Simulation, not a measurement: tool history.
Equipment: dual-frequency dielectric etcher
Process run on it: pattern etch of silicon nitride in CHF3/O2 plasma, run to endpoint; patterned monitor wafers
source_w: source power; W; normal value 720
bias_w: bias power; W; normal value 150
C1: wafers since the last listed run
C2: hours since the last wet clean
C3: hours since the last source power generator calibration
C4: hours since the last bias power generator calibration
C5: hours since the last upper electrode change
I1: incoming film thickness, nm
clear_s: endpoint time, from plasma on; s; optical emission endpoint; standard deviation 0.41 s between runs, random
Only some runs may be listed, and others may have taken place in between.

run 1 hour=0.0 | source_w=840 bias_w=150 | C1=0 C2=118.5 C3=1262.8 C4=610.3 C5=2560.6 | I1=75.8 | clear_s=47.5
run 2 hour=58.8 | source_w=840 bias_w=150 | C1=916 C2=177.3 C3=1321.6 C4=669.1 C5=2619.4 | I1=74.7 | clear_s=46.8
run 3 hour=134.9 | source_w=840 bias_w=150 | C1=1186 C2=253.4 C3=1397.7 C4=745.2 C5=2695.5 | I1=74.7 | clear_s=46.4
run 4 hour=184.4 | source_w=650 bias_w=150 | C1=771 C2=302.9 C3=1447.2 C4=794.7 C5=2745.0 | I1=75.3 | clear_s=53.3
run 5 hour=264.6 | source_w=650 bias_w=150 | C1=1250 C2=383.1 C3=1527.4 C4=874.9 C5=2825.2 | I1=75.2 | clear_s=53.7
run 6 hour=348.3 | source_w=650 bias_w=150 | C1=1304 C2=466.8 C3=1611.1 C4=958.6 C5=2908.9 | I1=75.1 | clear_s=53.2
run 7 hour=386.1 | source_w=720 bias_w=150 | C1=589 C2=504.6 C3=1648.9 C4=996.4 C5=2946.7 | I1=75.4 | clear_s=50.0
run 8 hour=431.9 | source_w=720 bias_w=150 | C1=713 C2=550.4 C3=1694.7 C4=1042.2 C5=2992.5 | I1=75.2 | clear_s=50.2
-- hour=464.8 wet clean of the chamber
run 9 hour=489.2 | source_w=720 bias_w=150 | C1=519 C2=24.4 C3=1752.0 C4=1099.5 C5=3049.8 | I1=76.0 | clear_s=51.9
run 10 hour=581.4 | source_w=720 bias_w=150 | C1=1437 C2=116.6 C3=1844.2 C4=1191.7 C5=3142.0 | I1=75.5 | clear_s=50.9
run 11 hour=641.5 | source_w=610 bias_w=140 | C1=936 C2=176.7 C3=1904.3 C4=1251.8 C5=3202.1 | I1=75.1 | clear_s=57.5
run 12 hour=693.9 | source_w=610 bias_w=140 | C1=816 C2=229.1 C3=1956.7 C4=1304.2 C5=3254.5 | I1=75.6 | clear_s=57.0
-- hour=921.5 upper electrode replaced
run 13 hour=922.0 | source_w=610 bias_w=140 | C1=3181 C2=457.2 C3=2184.8 C4=1532.3 C5=0.5 | I1=75.2 | clear_s=56.1
run 14 hour=999.1 | source_w=720 bias_w=150 | C1=1201 C2=534.3 C3=2261.9 C4=1609.4 C5=77.6 | I1=75.8 | clear_s=49.7
run 15 hour=1044.0 | source_w=880 bias_w=170 | C1=699 C2=579.2 C3=2306.8 C4=1654.3 C5=122.5 | I1=75.3 | clear_s=42.2
-- hour=1150.3 wet clean of the chamber
run 16 hour=1150.8 | source_w=780 bias_w=150 | C1=1290 C2=0.5 C3=2413.6 C4=1761.1 C5=229.3 | I1=75.1 | clear_s=48.8
run 17 hour=1204.2 | source_w=720 bias_w=150 | C1=832 C2=53.9 C3=2467.0 C4=1814.5 C5=282.7 | I1=76.0 | clear_s=51.7
run 18 hour=1293.6 | source_w=860 bias_w=150 | C1=1393 C2=143.3 C3=2556.4 C4=1903.9 C5=372.1 | I1=75.4 | clear_s=46.0
run 19 hour=1352.6 | source_w=650 bias_w=150 | C1=919 C2=202.3 C3=2615.4 C4=1962.9 C5=431.1 | I1=74.8 | clear_s=52.8
run 20 hour=1400.5 | source_w=720 bias_w=150 | C1=746 C2=250.2 C3=2663.3 C4=2010.8 C5=479.0 | I1=75.2 | clear_s=49.3
-- hour=1457.7 source power generator calibrated
run 21 hour=1574.0 | source_w=630 bias_w=150 | C1=2641 C2=423.7 C3=116.3 C4=2184.3 C5=652.5 | I1=75.1 | clear_s=53.0
-- hour=1615.5 bias power generator calibrated
run 22 hour=1636.4 | source_w=810 bias_w=150 | C1=910 C2=486.1 C3=178.7 C4=20.9 C5=714.9 | I1=75.6 | clear_s=46.6
-- hour=1750.3 wet clean of the chamber
run 23 hour=1750.8 | source_w=650 bias_w=127 | C1=1409 C2=0.5 C3=293.1 C4=135.3 C5=829.3 | I1=74.9 | clear_s=57.5
run 24 hour=1773.2 | source_w=580 bias_w=138 | C1=349 C2=22.9 C3=315.5 C4=157.7 C5=851.7 | I1=74.7 | clear_s=59.5
run 25 hour=1813.7 | source_w=670 bias_w=178 | C1=631 C2=63.4 C3=356.0 C4=198.2 C5=892.2 | I1=74.9 | clear_s=49.0
run 26 hour=1876.9 | source_w=720 bias_w=150 | C1=985 C2=126.6 C3=419.2 C4=261.4 C5=955.4 | I1=74.9 | clear_s=51.5
run 27 hour=1977.4 | source_w=650 bias_w=150 | C1=1566 C2=227.1 C3=519.7 C4=361.9 C5=1055.9 | I1=74.0 | clear_s=52.4
run 28 hour=2046.8 | source_w=720 bias_w=150 | C1=1081 C2=296.5 C3=589.1 C4=431.3 C5=1125.3 | I1=74.7 | clear_s=49.8
run 29 hour=2132.0 | source_w=580 bias_w=129 | C1=1327 C2=381.7 C3=674.3 C4=516.5 C5=1210.5 | I1=74.8 | clear_s=60.6
run 30 hour=2260.4 | source_w=720 bias_w=150 | C1=2001 C2=510.1 C3=802.7 C4=644.9 C5=1338.9 | I1=74.8 | clear_s=49.2
run 31 hour=2317.8 | source_w=720 bias_w=160 | C1=894 C2=567.5 C3=860.1 C4=702.3 C5=1396.3 | I1=74.8 | clear_s=47.6
-- hour=2374.0 wet clean of the chamber
run 32 hour=2405.4 | source_w=840 bias_w=174 | C1=991 C2=31.4 C3=947.7 C4=789.9 C5=1483.9 | I1=74.8 | clear_s=44.6
run 33 hour=2501.6 | source_w=720 bias_w=150 | C1=1499 C2=127.6 C3=1043.9 C4=886.1 C5=1580.1 | I1=75.2 | clear_s=50.6
run 34 hour=2571.7 | source_w=540 bias_w=180 | C1=1092 C2=197.7 C3=1114.0 C4=956.2 C5=1650.2 | I1=75.4 | clear_s=55.2

Forecast each of these 5 alternatives for the next run:
run A hour=2572.1 | source_w=660 bias_w=150 | C1=6 C2=198.1 C3=1114.4 C4=956.6 C5=1650.6 | I1=74.8 | clear_s=?
run B hour=2572.1 | source_w=870 bias_w=136 | C1=6 C2=198.1 C3=1114.4 C4=956.6 C5=1650.6 | I1=74.8 | clear_s=?
run C hour=2572.1 | source_w=660 bias_w=185 | C1=6 C2=198.1 C3=1114.4 C4=956.6 C5=1650.6 | I1=74.8 | clear_s=?
run D hour=2572.1 | source_w=550 bias_w=150 | C1=6 C2=198.1 C3=1114.4 C4=956.6 C5=1650.6 | I1=74.8 | clear_s=?
run E hour=2572.1 | source_w=880 bias_w=150 | C1=6 C2=198.1 C3=1114.4 C4=956.6 C5=1650.6 | I1=74.8 | clear_s=?

run=A clear_s=53.3
run=B clear_s=47.8
run=C clear_s=48.8
run=D clear_s=59.2
run=E clear_s=45.7
Without the tool's unlogged condition, the same runs would have read:
run=A clear_s=54.1
run=B clear_s=48.6
run=C clear_s=49.5
run=D clear_s=60.1
run=E clear_s=46.4
